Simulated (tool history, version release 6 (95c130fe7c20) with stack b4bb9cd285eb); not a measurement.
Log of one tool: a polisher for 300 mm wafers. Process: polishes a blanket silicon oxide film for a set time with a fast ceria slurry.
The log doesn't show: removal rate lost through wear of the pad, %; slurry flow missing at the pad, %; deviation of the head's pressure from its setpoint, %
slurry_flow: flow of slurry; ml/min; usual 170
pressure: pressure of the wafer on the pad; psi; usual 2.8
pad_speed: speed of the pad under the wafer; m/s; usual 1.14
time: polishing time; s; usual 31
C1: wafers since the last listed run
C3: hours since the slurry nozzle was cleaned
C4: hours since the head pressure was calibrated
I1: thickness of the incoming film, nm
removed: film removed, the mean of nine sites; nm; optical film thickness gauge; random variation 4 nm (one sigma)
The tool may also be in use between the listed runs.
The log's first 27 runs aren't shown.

At day 56.983: slurry nozzle cleaned.
Run 28, day 58.408: usual settings but pad_speed 0.88 m/s, time 41 s; C1 551; wafers polished on this pad 5034; C3 34.2; C4 491.5; I1 1588. Result: removed 476.7 nm.
Run 29, day 59.417: usual settings; C1 289; wafers polished on this pad 5324; C3 58.4; C4 515.7; I1 1559.3. Result: removed 459.6 nm.
Run 30, day 60.679: usual settings but slurry_flow 210 ml/min, pressure 2.4 psi, pad_speed 0.76 m/s, time 26 s; C1 362; wafers polished on this pad 5687; C3 88.7; C4 546; I1 1558.3. Result: removed 237.1 nm.
At day 63.879: worn pad replaced by a new one.
Run 31, day 64.958: usual settings but slurry_flow 190 ml/min, time 34 s; C1 1181; wafers polished on this pad 310; C3 191.4; C4 648.7; I1 1557. Result: removed 513.6 nm.
Run 32, day 67.212: usual settings; C1 647; wafers polished on this pad 958; C3 245.5; C4 702.8; I1 1560.5. Result: removed 461.6 nm.
Run 33, day 69.817: usual settings but pressure 2.5 psi; C1 748; wafers polished on this pad 1706; C3 308; C4 765.3; I1 1581.1. Result: removed 419.2 nm.
Run 34, day 71.796: usual settings but slurry_flow 190 ml/min, time 34 s; C1 568; wafers polished on this pad 2275; C3 355.5; C4 812.8; I1 1539.1. Result: removed 510.3 nm.
At day 78.896: head pressure recalibrated.
Run 35, day 79.179: usual settings but slurry_flow 150 ml/min, pressure 2.3 psi, pad_speed 1.38 m/s, time 24 s; C1 2097; wafers polished on this pad 4372; C3 532.7; C4 6.8; I1 1555.2. Result: removed 341.7 nm.
Run 36, day 82.175: usual settings but pressure 2.2 psi, pad_speed 1.38 m/s; C1 860; wafers polished on this pad 5233; C3 604.6; C4 78.7; I1 1545.8. Result: removed 439.5 nm.

Forecast each of these 5 alternatives for the next run:
Run A, day 82.192: usual settings; C1 4; wafers polished on this pad 5238; C3 605; C4 79.1; I1 1568.1. Result: removed ?.
Run B, day 82.192: usual settings but slurry_flow 120 ml/min, pressure 3.4 psi; C1 4; wafers polished on this pad 5238; C3 605; C4 79.1; I1 1568.1. Result: removed ?.
Run C, day 82.192: usual settings but slurry_flow 140 ml/min, pad_speed 0.9 m/s, time 27 s; C1 4; wafers polished on this pad 5238; C3 605; C4 79.1; I1 1568.1. Result: removed ?.
Run D, day 82.192: usual settings but slurry_flow 115 ml/min, pressure 2.2 psi, pad_speed 1.5 m/s, time 38 s; C1 4; wafers polished on this pad 5238; C3 605; C4 79.1; I1 1568.1. Result: removed ?.
Run E, day 82.192: usual settings but slurry_flow 150 ml/min, pad_speed 0.92 m/s, time 25 s; C1 4; wafers polished on this pad 5238; C3 605; C4 79.1; I1 1568.1. Result: removed ?.

run  removed
  A      436
  B    477.7
  C    287.8
  D    524.6
  E    276.6
Without the tool's hidden state the same runs would have given:
run  removed
  A      456
  B    508.6
  C    303.9
  D      560
  E      291

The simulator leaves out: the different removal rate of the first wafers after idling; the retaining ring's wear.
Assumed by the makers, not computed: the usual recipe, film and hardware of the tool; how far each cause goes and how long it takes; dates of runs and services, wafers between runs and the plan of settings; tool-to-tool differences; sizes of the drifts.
